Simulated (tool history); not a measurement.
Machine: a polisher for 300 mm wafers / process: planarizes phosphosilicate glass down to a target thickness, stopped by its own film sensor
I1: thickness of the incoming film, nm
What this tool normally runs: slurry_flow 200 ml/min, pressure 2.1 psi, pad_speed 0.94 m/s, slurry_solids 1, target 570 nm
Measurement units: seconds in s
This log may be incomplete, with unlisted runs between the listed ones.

Run 1, day 0: usual settings; I1 1048.5. Result: seconds 103.1 s.
Run 2, day 3.125: usual settings; I1 1056. Result: seconds 107.2 s.
At day 6.079: worn pad replaced by a new one.
Run 3, day 6.333: usual settings; I1 1070.6. Result: seconds 109.8 s.
Run 4, day 10.196: usual settings; I1 1052.8. Result: seconds 108.6 s.
At day 13.892: slurry blender recalibrated.
At day 13.958: conditioning disc replaced and pad reconditioned.
Run 5, day 14.521: usual settings; I1 1068.7. Result: seconds 108.1 s.
Run 6, day 17.725: usual settings; I1 1056.5. Result: seconds 104.6 s.
At day 18.246: head pressure recalibrated.
At day 20.525: slurry nozzle cleaned.
Run 7, day 21.746: usual settings; I1 1068.7. Result: seconds 108.1 s.
At day 22.825: worn pad replaced by a new one.
Run 8, day 23.567: usual settings; I1 1068.4. Result: seconds 109.8 s.
Run 9, day 26.558: usual settings; I1 1061.5. Result: seconds 106.1 s.
Run 10, day 29.521: usual settings; I1 1082.2. Result: seconds 113.3 s.
At day 31.125: slurry blender recalibrated.
Run 11, day 32.85: usual settings but pressure 1.7 psi; I1 1070.9. Result: seconds 126.9 s.
Run 12, day 36.583: usual settings; I1 1080.2. Result: seconds 115.9 s.
At day 38.529: worn pad replaced by a new one.
At day 38.571: conditioning disc replaced and pad reconditioned.
Run 13, day 39.071: usual settings but pressure 1.7 psi, target 726 nm; I1 1067.9. Result: seconds 84.1 s.
Run 14, day 42.354: usual settings; I1 1073.7. Result: seconds 110.5 s.
Run 15, day 43.892: usual settings but slurry_solids 1.15; I1 1071. Result: seconds 100.9 s.
At day 49.6: slurry nozzle cleaned.
At day 49.788: slurry blender recalibrated.
Run 16, day 52.783: usual settings but slurry_flow 250 ml/min, pressure 1.4 psi, pad_speed 1.26 m/s, target 673 nm; I1 1066.8. Result: seconds 91.7 s.
At day 57.4: worn pad replaced by a new one.
At day 61.167: conditioning disc replaced and pad reconditioned.
At day 63.142: head pressure recalibrated.
Run 17, day 65.167: usual settings but slurry_flow 140 ml/min, pad_speed 1.16 m/s, target 411 nm; I1 1074.8. Result: seconds 133.3 s.
At day 65.912: slurry blender recalibrated.
At day 76.558: worn pad replaced by a new one.
Run 18, day 77.404: usual settings; I1 1067.8. Result: seconds 109.4 s.
Run 19, day 80.196: usual settings but pressure 1.9 psi, target 656 nm; I1 1059.1. Result: seconds 93.7 s.
At day 81.067: slurry blender recalibrated.
Run 20, day 82.975: usual settings but pressure 1.6 psi, slurry_solids 0.85; I1 1069.3. Result: seconds 145.7 s.
At day 85.112: conditioning disc replaced and pad reconditioned.
At day 85.446: slurry nozzle cleaned.
Run 21, day 86.208: usual settings but slurry_flow 140 ml/min, pad_speed 0.84 m/s; I1 1064.5. Result: seconds 120.1 s.

Here are 3 independent what-if runs from the current tool condition. What would each one return?
Run A, day 86.225: usual settings; I1 1077.1. Result: seconds ?.
Run B, day 86.225: usual settings but pressure 2.8 psi; I1 1077.1. Result: seconds ?.
Run C, day 86.225: usual settings but pressure 1.6 psi, target 446 nm; I1 1077.1. Result: seconds ?.

run  seconds
  A      111
  B       91
  C      164
Without the tool's hidden state the same runs would have given:
run  seconds
  A    110.3
  B     90.3
  C    163.1
